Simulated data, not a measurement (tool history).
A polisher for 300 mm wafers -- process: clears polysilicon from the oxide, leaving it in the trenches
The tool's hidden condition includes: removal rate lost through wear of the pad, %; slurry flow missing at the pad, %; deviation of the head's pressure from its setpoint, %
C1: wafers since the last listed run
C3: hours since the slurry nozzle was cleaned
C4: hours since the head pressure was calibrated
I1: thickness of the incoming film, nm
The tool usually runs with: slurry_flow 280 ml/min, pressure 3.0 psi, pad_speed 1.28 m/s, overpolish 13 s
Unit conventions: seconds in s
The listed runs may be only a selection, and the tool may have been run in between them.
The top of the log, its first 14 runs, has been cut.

{"run": 15, "hour": 230.0, "slurry_flow": 280, "pressure": 3.0, "pad_speed": 1.28, "overpolish": 13, "C1": 55, "wafers polished on this pad": 272, "C3": 357.5, "C4": 769.4, "I1": 355.2, "seconds": 17.5}
{"run": 16, "hour": 239.0, "slurry_flow": 280, "pressure": 3.0, "pad_speed": 1.28, "overpolish": 13, "C1": 56, "wafers polished on this pad": 328, "C3": 366.5, "C4": 778.4, "I1": 349.0, "seconds": 17.3}
{"run": 17, "hour": 250.1, "slurry_flow": 280, "pressure": 3.0, "pad_speed": 1.28, "overpolish": 13, "C1": 69, "wafers polished on this pad": 397, "C3": 377.6, "C4": 789.5, "I1": 347.1, "seconds": 17.1}
{"run": 18, "hour": 265.1, "slurry_flow": 280, "pressure": 3.0, "pad_speed": 1.28, "overpolish": 13, "C1": 93, "wafers polished on this pad": 491, "C3": 392.6, "C4": 804.5, "I1": 348.4, "seconds": 17.3}
{"hour": 276.6, "done": "slurry nozzle cleaned"}
{"run": 19, "hour": 280.4, "slurry_flow": 345, "pressure": 4.0, "pad_speed": 1.28, "overpolish": 9, "C1": 89, "wafers polished on this pad": 581, "C3": 3.8, "C4": 819.8, "I1": 345.5, "seconds": 13.6}
{"run": 20, "hour": 298.2, "slurry_flow": 190, "pressure": 3.0, "pad_speed": 1.12, "overpolish": 13, "C1": 111, "wafers polished on this pad": 692, "C3": 21.6, "C4": 837.6, "I1": 350.3, "seconds": 19.3}
{"run": 21, "hour": 311.4, "slurry_flow": 195, "pressure": 2.1, "pad_speed": 1.28, "overpolish": 17, "C1": 82, "wafers polished on this pad": 774, "C3": 34.8, "C4": 850.8, "I1": 350.9, "seconds": 21.5}
{"run": 22, "hour": 320.8, "slurry_flow": 280, "pressure": 3.0, "pad_speed": 1.62, "overpolish": 13, "C1": 58, "wafers polished on this pad": 833, "C3": 44.2, "C4": 860.2, "I1": 347.1, "seconds": 14.4}
{"run": 23, "hour": 330.0, "slurry_flow": 280, "pressure": 3.0, "pad_speed": 1.44, "overpolish": 8, "C1": 57, "wafers polished on this pad": 891, "C3": 53.4, "C4": 869.4, "I1": 350.9, "seconds": 16.0}
{"run": 24, "hour": 342.2, "slurry_flow": 280, "pressure": 3.0, "pad_speed": 1.28, "overpolish": 13, "C1": 76, "wafers polished on this pad": 967, "C3": 65.6, "C4": 881.6, "I1": 347.1, "seconds": 17.4}
{"hour": 351.7, "done": "worn pad replaced by a new one"}
{"run": 25, "hour": 355.8, "slurry_flow": 375, "pressure": 3.0, "pad_speed": 1.28, "overpolish": 13, "C1": 60, "wafers polished on this pad": 25, "C3": 79.2, "C4": 895.2, "I1": 350.5, "seconds": 15.7}
{"run": 26, "hour": 398.9, "slurry_flow": 280, "pressure": 3.0, "pad_speed": 1.28, "overpolish": 13, "C1": 269, "wafers polished on this pad": 295, "C3": 122.3, "C4": 938.3, "I1": 345.6, "seconds": 16.4}
{"run": 27, "hour": 414.0, "slurry_flow": 205, "pressure": 3.4, "pad_speed": 1.28, "overpolish": 19, "C1": 94, "wafers polished on this pad": 389, "C3": 137.4, "C4": 953.4, "I1": 349.3, "seconds": 15.7}
{"hour": 422.1, "done": "head pressure recalibrated"}
{"run": 28, "hour": 422.6, "slurry_flow": 235, "pressure": 3.0, "pad_speed": 1.28, "overpolish": 13, "C1": 41, "wafers polished on this pad": 431, "C3": 146.0, "C4": 0.5, "I1": 350.4, "seconds": 17.0}
{"run": 29, "hour": 431.3, "slurry_flow": 240, "pressure": 3.5, "pad_speed": 1.4, "overpolish": 8, "C1": 54, "wafers polished on this pad": 485, "C3": 154.7, "C4": 9.2, "I1": 341.9, "seconds": 14.0}
{"run": 30, "hour": 445.3, "slurry_flow": 280, "pressure": 3.0, "pad_speed": 1.28, "overpolish": 16, "C1": 87, "wafers polished on this pad": 573, "C3": 168.7, "C4": 23.2, "I1": 355.9, "seconds": 17.3}
{"run": 31, "hour": 496.9, "slurry_flow": 255, "pressure": 3.5, "pad_speed": 0.94, "overpolish": 16, "C1": 322, "wafers polished on this pad": 895, "C3": 220.3, "C4": 74.8, "I1": 353.1, "seconds": 20.2}
{"run": 32, "hour": 507.5, "slurry_flow": 320, "pressure": 3.0, "pad_speed": 1.28, "overpolish": 5, "C1": 66, "wafers polished on this pad": 962, "C3": 230.9, "C4": 85.4, "I1": 351.4, "seconds": 17.8}
{"hour": 519.2, "done": "worn pad replaced by a new one"}
{"run": 33, "hour": 519.7, "slurry_flow": 280, "pressure": 3.0, "pad_speed": 1.28, "overpolish": 7, "C1": 51, "wafers polished on this pad": 3, "C3": 243.1, "C4": 97.6, "I1": 349.5, "seconds": 16.4}
{"run": 34, "hour": 537.1, "slurry_flow": 350, "pressure": 2.2, "pad_speed": 0.88, "overpolish": 13, "C1": 108, "wafers polished on this pad": 112, "C3": 260.5, "C4": 115.0, "I1": 350.8, "seconds": 24.9}
{"run": 35, "hour": 554.0, "slurry_flow": 280, "pressure": 3.0, "pad_speed": 1.28, "overpolish": 13, "C1": 105, "wafers polished on this pad": 217, "C3": 277.4, "C4": 131.9, "I1": 344.8, "seconds": 16.6}
{"run": 36, "hour": 570.7, "slurry_flow": 280, "pressure": 3.0, "pad_speed": 1.28, "overpolish": 19, "C1": 104, "wafers polished on this pad": 322, "C3": 294.1, "C4": 148.6, "I1": 345.2, "seconds": 16.9}

Branching from run 36: 3 alternative next runs. What would each branch give?
{"run": "A", "hour": 571.1, "slurry_flow": 280, "pressure": 3.0, "pad_speed": 1.28, "overpolish": 13, "C1": 2, "wafers polished on this pad": 324, "C3": 294.5, "C4": 149.0, "I1": 345.2, "seconds": "?"}
{"run": "B", "hour": 571.1, "slurry_flow": 230, "pressure": 2.2, "pad_speed": 0.92, "overpolish": 8, "C1": 2, "wafers polished on this pad": 324, "C3": 294.5, "C4": 149.0, "I1": 345.2, "seconds": "?"}
{"run": "C", "hour": 571.1, "slurry_flow": 280, "pressure": 2.1, "pad_speed": 1.44, "overpolish": 13, "C1": 2, "wafers polished on this pad": 324, "C3": 294.5, "C4": 149.0, "I1": 345.2, "seconds": "?"}

run=A seconds=17.1
run=B seconds=25.7
run=C seconds=19.2
Stripped of hidden state, with their random variation kept, the same runs would have yielded:
run=A seconds=15.8
run=B seconds=23.7
run=C seconds=17.8

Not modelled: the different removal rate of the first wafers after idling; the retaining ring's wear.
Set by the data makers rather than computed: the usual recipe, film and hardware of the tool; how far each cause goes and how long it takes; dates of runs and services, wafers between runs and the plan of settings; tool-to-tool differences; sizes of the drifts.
